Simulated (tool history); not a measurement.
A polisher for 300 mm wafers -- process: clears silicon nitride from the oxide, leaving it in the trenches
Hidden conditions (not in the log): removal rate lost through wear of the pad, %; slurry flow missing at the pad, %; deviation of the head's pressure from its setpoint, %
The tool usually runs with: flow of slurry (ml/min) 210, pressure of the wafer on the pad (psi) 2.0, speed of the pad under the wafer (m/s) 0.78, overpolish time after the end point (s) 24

| run | hour | flow of slurry (ml/min) | pressure of the wafer on the pad (psi) | speed of the pad under the wafer (m/s) | overpolish time after the end point (s) | wafers since the last listed run | wafers polished on this pad | hours since the slurry nozzle was cleaned | hours since the head pressure was calibrated | incoming thickness of the incoming film, nm | time until the end point was called (s) |
|---|---|---|---|---|---|---|---|---|---|---|---|
| 1 | 0.0 | 210 | 2.0 | 0.78 | 24 | 0 | 499 | 334.4 | 992.9 | 65.0 | 149.1 |
|  | 2.4 | worn pad replaced by a new one |
| 2 | 10.8 | 210 | 2.0 | 0.62 | 24 | 41 | 41 | 345.2 | 1003.7 | 64.4 | 189.9 |
| 3 | 28.7 | 210 | 2.0 | 0.78 | 19 | 87 | 128 | 363.1 | 1021.6 | 64.3 | 151.4 |
| 4 | 41.7 | 210 | 2.0 | 0.78 | 19 | 63 | 192 | 376.1 | 1034.6 | 65.6 | 150.9 |
| 5 | 47.9 | 210 | 2.0 | 0.78 | 19 | 30 | 222 | 382.3 | 1040.8 | 65.6 | 154.2 |
| 6 | 60.4 | 210 | 2.0 | 0.78 | 24 | 61 | 283 | 394.8 | 1053.3 | 65.3 | 154.7 |
| 7 | 76.4 | 210 | 2.0 | 0.78 | 24 | 78 | 361 | 410.8 | 1069.3 | 63.8 | 148.7 |
| 8 | 90.7 | 210 | 2.0 | 0.78 | 24 | 69 | 431 | 425.1 | 1083.6 | 65.9 | 150.0 |
| 9 | 105.0 | 210 | 2.0 | 0.78 | 24 | 69 | 501 | 439.4 | 1097.9 | 65.7 | 149.8 |
|  | 110.0 | worn pad replaced by a new one |
| 10 | 117.6 | 210 | 2.0 | 0.84 | 24 | 42 | 36 | 452.0 | 1110.5 | 64.0 | 139.0 |
| 11 | 132.7 | 210 | 2.0 | 0.84 | 24 | 73 | 110 | 467.1 | 1125.6 | 64.5 | 144.2 |
| 12 | 168.6 | 210 | 2.0 | 0.78 | 24 | 175 | 286 | 503.0 | 1161.5 | 65.1 | 153.1 |
| 13 | 177.4 | 210 | 2.0 | 0.78 | 24 | 42 | 329 | 511.8 | 1170.3 | 64.6 | 149.6 |
| 14 | 192.0 | 210 | 2.0 | 0.78 | 24 | 71 | 400 | 526.4 | 1184.9 | 65.7 | 158.4 |
|  | 218.3 | head pressure recalibrated |
|  | 218.5 | worn pad replaced by a new one |
| 15 | 237.6 | 210 | 2.4 | 0.94 | 24 | 212 | 93 | 572.0 | 19.3 | 65.7 | 96.6 |
| 16 | 250.0 | 210 | 2.4 | 0.94 | 24 | 60 | 153 | 584.4 | 31.7 | 64.2 | 94.8 |
| 17 | 261.2 | 235 | 2.0 | 0.78 | 18 | 54 | 208 | 595.6 | 42.9 | 64.4 | 134.9 |
| 18 | 272.5 | 175 | 2.0 | 0.78 | 24 | 55 | 263 | 606.9 | 54.2 | 65.6 | 139.9 |

The next listed run, before its measurement:
| 19 | 283.2 | 255 | 1.5 | 0.78 | 24 | 52 | 316 | 617.6 | 64.9 | 63.7 | ? |

time until the end point was called (s): 179.3
Take away the tool's hidden state, keep the run-to-run variation as it was, and the same run would have given time until the end point was called (s) 172.7.
